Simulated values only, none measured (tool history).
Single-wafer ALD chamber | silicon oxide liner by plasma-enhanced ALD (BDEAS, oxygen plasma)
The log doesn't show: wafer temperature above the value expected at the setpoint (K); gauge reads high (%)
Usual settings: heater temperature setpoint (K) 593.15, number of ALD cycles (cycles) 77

run,hour,heater temperature setpoint (K),number of ALD cycles (cycles),wafers since the last listed run,hours since the last thermocouple change,hours since the gauge calibration,"read-back reference wafer on the same gauge, thickness_nm",mean film thickness on the monitor wafer (Å)
1,0,593.15,77,0,2068.1,828.8,6.469,65.98
2,62.8,593.15,77,177,2130.9,891.6,6.471,65.92
3,145.4,593.15,77,233,2213.5,974.2,6.469,65.88
4,203.9,586.15,73,165,2272,1032.7,6.468,63.33
5,248.7,586.15,73,126,2316.8,1077.5,6.466,63.13
# hour 259.6: thermocouple changed; heater temperature recalibrated
6,342.4,593.15,81,241,82.8,1171.2,6.467,69.21
7,403.5,593.15,81,172,143.9,1232.3,6.47,69.56
8,454.5,593.15,77,144,194.9,1283.3,6.47,66.18
9,502.3,593.15,77,134,242.7,1331.1,6.468,65.83
10,575.5,585.15,77,206,315.9,1404.3,6.471,66.71
11,850.8,585.15,77,777,591.2,1679.6,6.467,67.12
12,916.2,593.15,67,184,656.6,1745,6.475,57.27
13,1007.3,593.15,77,257,747.7,1836.1,6.467,65.99
14,1070.2,585.15,67,177,810.6,1899,6.468,57.92
# hour 1132.8: gauge calibrated
15,1298.9,585.15,67,645,1039.3,166.1,6.466,57.91
16,1348.4,585.15,67,139,1088.8,215.6,6.469,57.99
17,1669.6,602.15,71,906,1410,536.8,6.471,60.12
18,1779.1,602.15,71,309,1519.5,646.3,6.473,59.98
19,1840.2,593.15,77,172,1580.6,707.4,6.471,66.01
20,1893.5,587.15,84,150,1633.9,760.7,6.472,72.59
21,1942.4,597.15,77,138,1682.8,809.6,6.473,65.69
22,2027.9,593.15,77,241,1768.3,895.1,6.466,65.76
23,2067.1,593.15,77,110,1807.5,934.3,6.472,66.19
24,2110.4,597.15,90,122,1850.8,977.6,6.47,77.19
25,2172.1,588.15,70,174,1912.5,1039.3,6.467,60.44
26,2217.6,607.15,62,128,1958,1084.8,6.469,52.03
# hour 2276.2: thermocouple changed; heater temperature recalibrated
27,2300.8,582.15,82,212,24.6,1168,6.472,71.44
28,2360.2,593.15,77,167,84,1227.4,6.467,65.91
29,2414.4,607.15,67,153,138.2,1281.6,6.469,56.37
30,2503.1,586.15,67,250,226.9,1370.3,6.469,57.95
31,2581.5,593.15,64,221,305.3,1448.7,6.469,54.89
32,2636.3,607.15,84,154,360.1,1503.5,6.465,70.42
33,2709.9,593.15,66,207,433.7,1577.1,6.472,56.59
34,2747.9,593.15,77,107,471.7,1615.1,6.468,66.21
35,2813.8,579.15,83,186,537.6,1681,6.471,72.67
36,2902.3,593.15,65,249,626.1,1769.5,6.471,55.88

4 ways to go on from here, each from the tool as it stands after run 36. What would each give?
A,2902.8,593.15,63,1,626.6,1770,?,?
B,2902.8,607.15,88,1,626.6,1770,?,?
C,2902.8,606.15,89,1,626.6,1770,?,?
D,2902.8,598.15,91,1,626.6,1770,?,?

run,"read-back reference wafer on the same gauge, thickness_nm",mean film thickness on the monitor wafer (Å)
A,6.472,54.2
B,6.472,74.25
C,6.472,75.2
D,6.472,77.75
Without the tool's hidden state the same runs would have given:
run,mean film thickness on the monitor wafer (Å)
A,54.2
B,74.25
C,75.2
D,77.75
